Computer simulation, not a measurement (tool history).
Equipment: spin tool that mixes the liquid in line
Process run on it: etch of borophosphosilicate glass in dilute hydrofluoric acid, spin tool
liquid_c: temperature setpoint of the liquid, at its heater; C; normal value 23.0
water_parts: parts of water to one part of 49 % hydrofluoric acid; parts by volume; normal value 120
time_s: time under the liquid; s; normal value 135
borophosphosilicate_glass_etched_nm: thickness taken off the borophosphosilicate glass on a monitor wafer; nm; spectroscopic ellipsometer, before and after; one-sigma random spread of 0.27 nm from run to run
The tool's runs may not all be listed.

| run | day | liquid_c | water_parts | time_s | wafers since the last listed run | hours since the thermometer was replaced | hours since the hydrofluoric acid flow meter was replaced | hours since the gauge calibration | read-back film thickness of the borophosphosilicate glass reference wafer, read on the same gauge (nm) | borophosphosilicate_glass_etched_nm |
|---|---|---|---|---|---|---|---|---|---|---|
| 1 | 0.000 | 23.0 | 150 | 135 | 0 | 314.9 | 814.5 | 1306.7 | 90.01 | 39.98 |
| 2 | 2.483 | 23.0 | 150 | 135 | 567 | 374.5 | 874.1 | 1366.3 | 90.03 | 39.77 |
| 3 | 5.233 | 23.0 | 120 | 135 | 628 | 440.5 | 940.1 | 1432.3 | 90.01 | 52.42 |
| 4 | 9.471 | 23.0 | 120 | 135 | 968 | 542.2 | 1041.8 | 1534.0 | 90.01 | 51.92 |
| 5 | 13.067 | 23.0 | 135 | 160 | 822 | 628.5 | 1128.1 | 1620.3 | 90.00 | 54.02 |
| 6 | 17.317 | 23.0 | 135 | 160 | 971 | 730.5 | 1230.1 | 1722.3 | 90.03 | 54.52 |
| 7 | 20.596 | 20.5 | 135 | 135 | 749 | 809.2 | 1308.8 | 1801.0 | 89.96 | 41.50 |
|  | 23.054 | thermometer replaced |
| 8 | 23.908 | 20.5 | 135 | 135 | 747 | 20.5 | 1388.3 | 1880.5 | 90.01 | 41.13 |
| 9 | 28.392 | 20.5 | 135 | 135 | 1025 | 128.1 | 1495.9 | 1988.1 | 90.00 | 41.43 |
|  | 32.046 | gauge calibrated |
| 10 | 32.817 | 23.0 | 120 | 135 | 1011 | 234.3 | 1602.1 | 18.5 | 89.99 | 52.77 |
| 11 | 34.925 | 23.0 | 120 | 135 | 482 | 284.9 | 1652.7 | 69.1 | 89.97 | 53.57 |
|  | 36.225 | hydrofluoric acid flow meter replaced |
| 12 | 36.512 | 23.0 | 120 | 135 | 353 | 323.0 | 6.9 | 107.2 | 89.99 | 54.47 |
| 13 | 39.504 | 23.0 | 85 | 135 | 683 | 394.8 | 78.7 | 179.0 | 90.00 | 80.16 |
| 14 | 41.488 | 25.5 | 60 | 135 | 453 | 442.4 | 126.3 | 226.6 | 90.01 | 129.83 |
| 15 | 43.879 | 23.0 | 150 | 195 | 546 | 499.8 | 183.7 | 284.0 | 89.99 | 61.32 |
| 16 | 46.917 | 19.0 | 155 | 110 | 694 | 572.7 | 256.6 | 356.9 | 90.04 | 28.81 |
| 17 | 50.712 | 25.5 | 120 | 135 | 867 | 663.8 | 347.7 | 448.0 | 89.99 | 60.83 |
| 18 | 52.612 | 23.0 | 120 | 65 | 434 | 709.4 | 393.3 | 493.6 | 89.99 | 26.50 |
| 19 | 56.896 | 23.0 | 75 | 180 | 979 | 812.2 | 496.1 | 596.4 | 89.99 | 124.40 |
|  | 58.754 | hydrofluoric acid flow meter replaced, repeated, since the last time left the tool worse |
|  | 59.592 | thermometer replaced |
| 20 | 60.988 | 23.0 | 80 | 80 | 916 | 33.5 | 53.6 | 694.6 | 89.96 | 47.20 |
| 21 | 64.329 | 25.5 | 120 | 135 | 763 | 113.7 | 133.8 | 774.8 | 89.99 | 56.00 |
| 22 | 65.950 | 20.5 | 120 | 135 | 370 | 152.6 | 172.7 | 813.7 | 90.01 | 46.04 |
| 23 | 69.667 | 27.0 | 85 | 200 | 849 | 241.8 | 261.9 | 902.9 | 89.98 | 131.36 |
| 24 | 72.096 | 23.0 | 120 | 105 | 555 | 300.1 | 320.2 | 961.2 | 90.01 | 40.16 |
| 25 | 76.462 | 25.5 | 100 | 65 | 998 | 404.9 | 425.0 | 1066.0 | 90.00 | 33.59 |
| 26 | 80.892 | 25.5 | 60 | 135 | 1012 | 511.2 | 531.3 | 1172.3 | 90.00 | 123.72 |
| 27 | 82.821 | 23.0 | 120 | 135 | 441 | 557.5 | 577.6 | 1218.6 | 90.01 | 51.42 |
| 28 | 85.504 | 24.5 | 85 | 80 | 613 | 621.9 | 642.0 | 1283.0 | 90.01 | 47.85 |
| 29 | 87.975 | 23.0 | 120 | 135 | 564 | 681.2 | 701.3 | 1342.3 | 90.02 | 51.80 |
|  | 88.067 | thermometer replaced |
| 30 | 91.054 | 25.5 | 165 | 135 | 694 | 71.7 | 775.2 | 1416.2 | 89.99 | 39.00 |
| 31 | 94.779 | 23.0 | 85 | 135 | 851 | 161.1 | 864.6 | 1505.6 | 89.98 | 75.84 |
| 32 | 98.354 | 23.0 | 120 | 135 | 817 | 246.9 | 950.4 | 1591.4 | 90.00 | 51.99 |

Predict each of these 4 candidate next runs independently; none follows another, all start after run 32:
| A | 98.375 | 26.0 | 120 | 135 | 4 | 247.4 | 950.9 | 1591.9 | ? | ? |
| B | 98.375 | 23.0 | 105 | 210 | 4 | 247.4 | 950.9 | 1591.9 | ? | ? |
| C | 98.375 | 25.5 | 80 | 165 | 4 | 247.4 | 950.9 | 1591.9 | ? | ? |
| D | 98.375 | 20.5 | 140 | 185 | 4 | 247.4 | 950.9 | 1591.9 | ? | ? |

| run | read-back film thickness of the borophosphosilicate glass reference wafer, read on the same gauge (nm) | borophosphosilicate_glass_etched_nm |
|---|---|---|
| A | 89.98 | 58.55 |
| B | 89.98 | 94.22 |
| C | 89.98 | 110.65 |
| D | 89.98 | 54.21 |
What these runs would have given with no unlogged condition in the tool:
| run | borophosphosilicate_glass_etched_nm |
|---|---|
| A | 56.61 |
| B | 91.16 |
| C | 107.13 |
| D | 52.41 |
